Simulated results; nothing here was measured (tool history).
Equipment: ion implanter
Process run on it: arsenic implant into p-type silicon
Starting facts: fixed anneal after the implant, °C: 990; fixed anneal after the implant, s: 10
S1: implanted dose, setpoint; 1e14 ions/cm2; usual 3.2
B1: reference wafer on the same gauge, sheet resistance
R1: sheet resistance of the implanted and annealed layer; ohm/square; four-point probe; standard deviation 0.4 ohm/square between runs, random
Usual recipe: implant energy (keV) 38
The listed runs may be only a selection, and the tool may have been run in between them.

{"run": 1, "hour": 0.0, "S1": 2.76, "implant energy (keV)": 38, "B1": 272.72, "R1": 285.18}
{"run": 2, "hour": 12.3, "S1": 2.76, "implant energy (keV)": 38, "B1": 272.9, "R1": 284.26}
{"run": 3, "hour": 40.4, "S1": 2.76, "implant energy (keV)": 38, "B1": 272.98, "R1": 285.64}
{"run": 4, "hour": 62.4, "S1": 3.2, "implant energy (keV)": 38, "B1": 272.87, "R1": 256.27}
{"run": 5, "hour": 86.8, "S1": 3.2, "implant energy (keV)": 38, "B1": 273.04, "R1": 256.24}
{"run": 6, "hour": 103.6, "S1": 3.2, "implant energy (keV)": 38, "B1": 272.81, "R1": 255.94}
{"run": 7, "hour": 131.0, "S1": 2.92, "implant energy (keV)": 38, "B1": 272.89, "R1": 273.69}
{"run": 8, "hour": 143.0, "S1": 2.92, "implant energy (keV)": 38, "B1": 273.05, "R1": 273.71}
{"run": 9, "hour": 156.2, "S1": 3.2, "implant energy (keV)": 38, "B1": 272.98, "R1": 256.27}
{"run": 10, "hour": 182.9, "S1": 3.9, "implant energy (keV)": 38, "B1": 272.83, "R1": 221.32}
{"hour": 189.9, "done": "gauge calibrated"}
{"hour": 192.3, "done": "extraction supply calibrated"}
{"run": 11, "hour": 195.6, "S1": 3.9, "implant energy (keV)": 38, "B1": 272.87, "R1": 221.3}
{"run": 12, "hour": 210.7, "S1": 3.2, "implant energy (keV)": 38, "B1": 272.89, "R1": 255.87}
{"hour": 223.7, "done": "Faraday cup replaced and dose calibrated"}
{"run": 13, "hour": 241.7, "S1": 3.48, "implant energy (keV)": 26.5, "B1": 272.86, "R1": 262.74}
{"run": 14, "hour": 264.0, "S1": 3.68, "implant energy (keV)": 29.5, "B1": 273.17, "R1": 247.94}
{"run": 15, "hour": 296.9, "S1": 2.49, "implant energy (keV)": 25, "B1": 273.12, "R1": 339.6}
{"run": 16, "hour": 314.9, "S1": 3.2, "implant energy (keV)": 38, "B1": 273.04, "R1": 264.47}
{"run": 17, "hour": 341.7, "S1": 3.68, "implant energy (keV)": 31.5, "B1": 272.96, "R1": 244.8}
{"run": 18, "hour": 372.1, "S1": 3.95, "implant energy (keV)": 43, "B1": 272.97, "R1": 221.6}
{"run": 19, "hour": 435.1, "S1": 3.2, "implant energy (keV)": 38, "B1": 272.96, "R1": 263.37}
{"run": 20, "hour": 457.9, "S1": 2.4, "implant energy (keV)": 45.5, "B1": 273.17, "R1": 316}
{"hour": 463.3, "done": "gauge calibrated"}
{"run": 21, "hour": 472.4, "S1": 4.14, "implant energy (keV)": 33, "B1": 273.15, "R1": 221.58}
{"run": 22, "hour": 488.7, "S1": 3.2, "implant energy (keV)": 45, "B1": 272.92, "R1": 255.77}

Alternative continuations, all from the tool just after run 22; predict every row:
{"run": "A", "hour": 489.1, "S1": 2.51, "implant energy (keV)": 38, "B1": "?", "R1": "?"}
{"run": "B", "hour": 489.1, "S1": 3.72, "implant energy (keV)": 31, "B1": "?", "R1": "?"}
{"run": "C", "hour": 489.1, "S1": 3.94, "implant energy (keV)": 30, "B1": "?", "R1": "?"}
{"run": "D", "hour": 489.1, "S1": 3.59, "implant energy (keV)": 38, "B1": "?", "R1": "?"}
{"run": "E", "hour": 489.1, "S1": 2.3, "implant energy (keV)": 34.5, "B1": "?", "R1": "?"}

run=A B1=272.94 R1=313.21
run=B B1=272.94 R1=242.01
run=C B1=272.94 R1=233.09
run=D B1=272.94 R1=241.09
run=E B1=272.94 R1=338.74
Without the tool's hidden state the same runs would have given:
run=A R1=316.3
run=B R1=244.45
run=C R1=235.43
run=D R1=243.52
run=E R1=342.09
